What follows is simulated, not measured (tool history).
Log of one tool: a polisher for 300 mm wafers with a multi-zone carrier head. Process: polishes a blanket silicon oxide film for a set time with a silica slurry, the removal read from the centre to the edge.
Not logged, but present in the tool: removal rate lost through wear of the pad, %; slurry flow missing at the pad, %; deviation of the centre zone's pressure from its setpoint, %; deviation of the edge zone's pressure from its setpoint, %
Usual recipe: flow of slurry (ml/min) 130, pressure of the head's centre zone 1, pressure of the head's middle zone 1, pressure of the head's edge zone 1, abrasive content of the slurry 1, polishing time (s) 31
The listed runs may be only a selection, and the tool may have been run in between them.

| run | hour | flow of slurry (ml/min) | pressure of the head's centre zone | pressure of the head's middle zone | pressure of the head's edge zone | abrasive content of the slurry | polishing time (s) | wafers since the last listed run | wafers polished on this pad | hours since the slurry nozzle was cleaned | hours since the centre zone pressure was calibrated | hours since the edge zone pressure was calibrated | hours since the carrier head's membrane was replaced | incoming thickness of the incoming film, nm | film removed at the wafer's centre (nm) | film removed at mid-radius (nm) | film removed at the wafer's edge (nm) |
|---|---|---|---|---|---|---|---|---|---|---|---|---|---|---|---|---|---|
| 1 | 0 | 130 | 1 | 1 | 1 | 1 | 31 | 0 | 823 | 50.3 | 946.3 | 618.1 | 619.5 | 1378.5 | 125.7 | 124.6 | 128.8 |
| 2 | 24.5 | 130 | 1 | 1 | 1 | 1 | 31 | 297 | 1120 | 74.8 | 970.8 | 642.6 | 644 | 1424.8 | 125.9 | 127.4 | 127.6 |
| 3 | 37.4 | 130 | 1 | 1 | 1 | 1 | 31 | 156 | 1276 | 87.7 | 983.7 | 655.5 | 656.9 | 1409.2 | 124.8 | 125 | 130 |
|  | 50.4 | worn pad replaced by a new one |
| 4 | 61.5 | 130 | 1 | 1 | 1 | 1 | 31 | 243 | 134 | 111.8 | 1007.8 | 679.6 | 681 | 1376 | 126.5 | 127.3 | 129.6 |
| 5 | 95.7 | 130 | 1 | 1 | 1 | 1 | 31 | 414 | 548 | 146 | 1042 | 713.8 | 715.2 | 1389.2 | 124.6 | 124.4 | 127.6 |
|  | 102.8 | carrier head's membrane replaced by a new one |
| 6 | 111.9 | 130 | 1 | 1 | 1 | 0.8 | 31 | 135 | 684 | 162.2 | 1058.2 | 730 | 9.1 | 1415.5 | 114.1 | 113.7 | 113.6 |
| 7 | 125.7 | 130 | 1 | 1 | 1 | 0.8 | 31 | 167 | 851 | 176 | 1072 | 743.8 | 22.9 | 1397.6 | 112.6 | 111.9 | 115.4 |
| 8 | 140.1 | 130 | 1 | 1 | 1 | 0.8 | 31 | 174 | 1026 | 190.4 | 1086.4 | 758.2 | 37.3 | 1388.4 | 111.8 | 112.3 | 117.4 |
|  | 164.4 | worn pad replaced by a new one |
| 9 | 164.9 | 130 | 1 | 0.96 | 1 | 1 | 31 | 252 | 6 | 215.2 | 1111.2 | 783 | 62.1 | 1389.3 | 124.1 | 119.9 | 127.6 |
| 10 | 186.4 | 130 | 1 | 1 | 1 | 1 | 31 | 260 | 267 | 236.7 | 1132.7 | 804.5 | 83.6 | 1378.3 | 123.7 | 121.9 | 126.7 |
| 11 | 201.2 | 105 | 1.03 | 1 | 1 | 1 | 31 | 179 | 446 | 251.5 | 1147.5 | 819.3 | 98.4 | 1392.5 | 118.4 | 118.6 | 124.2 |
| 12 | 234 | 130 | 1.08 | 1 | 0.96 | 0.75 | 31 | 397 | 844 | 284.3 | 1180.3 | 852.1 | 131.2 | 1382.3 | 114.1 | 105.4 | 107.5 |
|  | 243.3 | slurry nozzle cleaned |
|  | 249.4 | edge zone pressure recalibrated |
| 13 | 249.9 | 130 | 1 | 1 | 1.11 | 0.75 | 31 | 156 | 1000 | 6.6 | 1196.2 | 0.5 | 147.1 | 1418.4 | 111.7 | 110.5 | 118.4 |
|  | 258.3 | centre zone pressure recalibrated |
|  | 268.7 | worn pad replaced by a new one |
| 14 | 269.2 | 120 | 1 | 0.96 | 0.96 | 0.75 | 31 | 161 | 5 | 25.9 | 10.9 | 19.8 | 166.4 | 1403.5 | 108.1 | 106.1 | 109 |
| 15 | 291 | 130 | 1 | 1 | 0.95 | 0.75 | 31 | 264 | 270 | 47.7 | 32.7 | 41.6 | 188.2 | 1376.3 | 110.4 | 110.5 | 110.7 |
| 16 | 308.8 | 130 | 1 | 1 | 0.9 | 1.3 | 34 | 215 | 485 | 65.5 | 50.5 | 59.4 | 206 | 1384.9 | 151 | 151.5 | 149.6 |
| 17 | 321.7 | 100 | 0.9 | 1.08 | 1 | 1 | 21 | 156 | 642 | 78.4 | 63.4 | 72.3 | 218.9 | 1418.2 | 74.9 | 86.7 | 84.1 |
| 18 | 342.3 | 130 | 1 | 1 | 1 | 1 | 31 | 249 | 891 | 99 | 84 | 92.9 | 239.5 | 1409.5 | 124.2 | 125.7 | 127.6 |
| 19 | 378.3 | 165 | 0.9 | 1 | 1 | 1.15 | 35 | 436 | 1328 | 135 | 120 | 128.9 | 275.5 | 1389.6 | 141.6 | 155.1 | 154 |
|  | 403.2 | worn pad replaced by a new one |
| 20 | 413.9 | 130 | 1 | 1 | 1.11 | 1.15 | 31 | 383 | 129 | 170.6 | 155.6 | 164.5 | 311.1 | 1368.8 | 130.7 | 131.8 | 143.2 |

Difference, measured minus no-hidden-state, one row per run. Run-to-run variation is common to both terms; the gauge's own scatter need not be:
| run | film removed at the wafer's centre (nm) | film removed at mid-radius (nm) | film removed at the wafer's edge (nm) |
|---|---|---|---|
| 1 | -0.2 | -0.2 | -0.1 |
| 2 | -0.4 | -0.3 | -0.2 |
| 3 | -0.6 | -0.5 | -0.3 |
| 4 | -0.9 | -0.7 | -0.6 |
| 5 | -1.5 | -1.3 | -0.9 |
| 6 | -1.6 | -1.5 | -1 |
| 7 | -2 | -1.8 | -1.2 |
| 8 | -2.3 | -2.1 | -1.5 |
| 9 | -3.3 | -2.8 | -2.1 |
| 10 | -4.2 | -3.6 | -2.6 |
| 11 | -5.3 | -4.6 | -3.2 |
| 12 | -5.9 | -4.8 | -3.3 |
| 13 | -0.5 | -0.5 | -0.3 |
| 14 | -0.6 | -0.5 | -0.4 |
| 15 | -0.8 | -0.7 | -0.5 |
| 16 | -1.1 | -1 | -0.7 |
| 17 | -0.8 | -0.8 | -0.5 |
| 18 | -1.3 | -1.2 | -0.9 |
| 19 | -1.9 | -1.9 | -1.3 |
| 20 | -2.9 | -2.6 | -1.9 |

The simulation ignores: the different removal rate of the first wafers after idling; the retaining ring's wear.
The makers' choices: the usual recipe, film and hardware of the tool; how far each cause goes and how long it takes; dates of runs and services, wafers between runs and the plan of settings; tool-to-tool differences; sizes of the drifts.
